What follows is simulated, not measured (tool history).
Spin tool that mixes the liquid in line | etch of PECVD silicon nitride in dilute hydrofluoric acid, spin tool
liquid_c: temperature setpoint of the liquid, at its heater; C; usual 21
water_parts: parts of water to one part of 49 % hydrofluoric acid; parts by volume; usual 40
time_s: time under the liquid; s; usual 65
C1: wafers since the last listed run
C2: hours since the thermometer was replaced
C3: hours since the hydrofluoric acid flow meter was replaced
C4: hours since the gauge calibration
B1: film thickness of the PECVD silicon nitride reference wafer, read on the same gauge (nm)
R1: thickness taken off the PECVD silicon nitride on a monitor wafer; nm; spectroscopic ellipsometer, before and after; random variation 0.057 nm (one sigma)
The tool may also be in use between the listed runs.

run 1 hour=0 | liquid_c=21 water_parts=40 time_s=55 | C1=0 C2=432.3 C3=85.8 C4=607.3 | B1=140 | R1=5.48
run 2 hour=68 | liquid_c=21 water_parts=40 time_s=65 | C1=850 C2=500.3 C3=153.8 C4=675.3 | B1=139.98 | R1=6.49
run 3 hour=113.1 | liquid_c=21 water_parts=40 time_s=65 | C1=564 C2=545.4 C3=198.9 C4=720.4 | B1=140.03 | R1=6.37
run 4 hour=152.6 | liquid_c=21 water_parts=40 time_s=65 | C1=494 C2=584.9 C3=238.4 C4=759.9 | B1=140.02 | R1=6.32
run 5 hour=194.4 | liquid_c=21 water_parts=50 time_s=65 | C1=522 C2=626.7 C3=280.2 C4=801.7 | B1=139.98 | R1=5.04
run 6 hour=257.9 | liquid_c=21 water_parts=40 time_s=65 | C1=794 C2=690.2 C3=343.7 C4=865.2 | B1=140.01 | R1=6.12
run 7 hour=306.7 | liquid_c=21 water_parts=25 time_s=65 | C1=610 C2=739 C3=392.5 C4=914 | B1=139.98 | R1=9.56
run 8 hour=342.2 | liquid_c=21 water_parts=25 time_s=65 | C1=444 C2=774.5 C3=428 C4=949.5 | B1=140.01 | R1=9.49
run 9 hour=399.2 | liquid_c=21 water_parts=25 time_s=65 | C1=712 C2=831.5 C3=485 C4=1006.5 | B1=140.02 | R1=9.45
-- hour=467.7 thermometer replaced
-- hour=482.1 hydrofluoric acid flow meter replaced
run 10 hour=551.2 | liquid_c=21 water_parts=40 time_s=40 | C1=1876 C2=83.5 C3=69.1 C4=1158.5 | B1=140 | R1=4.16
run 11 hour=600.8 | liquid_c=21 water_parts=40 time_s=40 | C1=620 C2=133.1 C3=118.7 C4=1208.1 | B1=139.99 | R1=4.18
run 12 hour=669 | liquid_c=19.5 water_parts=40 time_s=65 | C1=853 C2=201.3 C3=186.9 C4=1276.3 | B1=140.02 | R1=5.95
run 13 hour=733.2 | liquid_c=21 water_parts=40 time_s=65 | C1=803 C2=265.5 C3=251.1 C4=1340.5 | B1=139.98 | R1=6.55
-- hour=734.6 gauge calibrated
run 14 hour=791.4 | liquid_c=19.5 water_parts=45 time_s=75 | C1=727 C2=323.7 C3=309.3 C4=56.8 | B1=140.01 | R1=5.98
run 15 hour=831.5 | liquid_c=21 water_parts=40 time_s=80 | C1=501 C2=363.8 C3=349.4 C4=96.9 | B1=140.01 | R1=7.83
run 16 hour=877.3 | liquid_c=19 water_parts=40 time_s=35 | C1=572 C2=409.6 C3=395.2 C4=142.7 | B1=140.01 | R1=2.97
run 17 hour=935.2 | liquid_c=21 water_parts=25 time_s=65 | C1=724 C2=467.5 C3=453.1 C4=200.6 | B1=139.99 | R1=9.76
-- hour=969.7 hydrofluoric acid flow meter replaced
run 18 hour=980.9 | liquid_c=17 water_parts=30 time_s=65 | C1=559 C2=513.2 C3=11.2 C4=246.3 | B1=139.98 | R1=6.56
run 19 hour=1038 | liquid_c=24 water_parts=35 time_s=25 | C1=714 C2=570.3 C3=68.3 C4=303.4 | B1=139.99 | R1=3.55
run 20 hour=1109.3 | liquid_c=21 water_parts=40 time_s=65 | C1=891 C2=641.6 C3=139.6 C4=374.7 | B1=139.97 | R1=6.37
run 21 hour=1160.8 | liquid_c=21 water_parts=40 time_s=65 | C1=644 C2=693.1 C3=191.1 C4=426.2 | B1=140 | R1=6.3
run 22 hour=1194.2 | liquid_c=23.5 water_parts=30 time_s=45 | C1=417 C2=726.5 C3=224.5 C4=459.6 | B1=140.01 | R1=6.85
run 23 hour=1225.5 | liquid_c=21 water_parts=40 time_s=65 | C1=391 C2=757.8 C3=255.8 C4=490.9 | B1=139.99 | R1=6.1
run 24 hour=1288.1 | liquid_c=21 water_parts=30 time_s=65 | C1=783 C2=820.4 C3=318.4 C4=553.5 | B1=140 | R1=8.04
run 25 hour=1340.1 | liquid_c=17 water_parts=55 time_s=30 | C1=650 C2=872.4 C3=370.4 C4=605.5 | B1=139.98 | R1=1.54

Forecast each of these 5 alternatives for the next run:
run A hour=1340.5 | liquid_c=21 water_parts=40 time_s=90 | C1=5 C2=872.8 C3=370.8 C4=605.9 | B1=? | R1=?
run B hour=1340.5 | liquid_c=21 water_parts=40 time_s=85 | C1=5 C2=872.8 C3=370.8 C4=605.9 | B1=? | R1=?
run C hour=1340.5 | liquid_c=17.5 water_parts=35 time_s=80 | C1=5 C2=872.8 C3=370.8 C4=605.9 | B1=? | R1=?
run D hour=1340.5 | liquid_c=23.5 water_parts=50 time_s=35 | C1=5 C2=872.8 C3=370.8 C4=605.9 | B1=? | R1=?
run E hour=1340.5 | liquid_c=17.5 water_parts=55 time_s=30 | C1=5 C2=872.8 C3=370.8 C4=605.9 | B1=? | R1=?

run=A B1=140.02 R1=8.28
run=B B1=140.02 R1=7.82
run=C B1=140.02 R1=6.54
run=D B1=140.02 R1=3.08
run=E B1=140.02 R1=1.58
Without the tool's hidden state the same runs would have given:
run=A R1=9.64
run=B R1=9.11
run=C R1=7.63
run=D R1=3.58
run=E R1=1.85

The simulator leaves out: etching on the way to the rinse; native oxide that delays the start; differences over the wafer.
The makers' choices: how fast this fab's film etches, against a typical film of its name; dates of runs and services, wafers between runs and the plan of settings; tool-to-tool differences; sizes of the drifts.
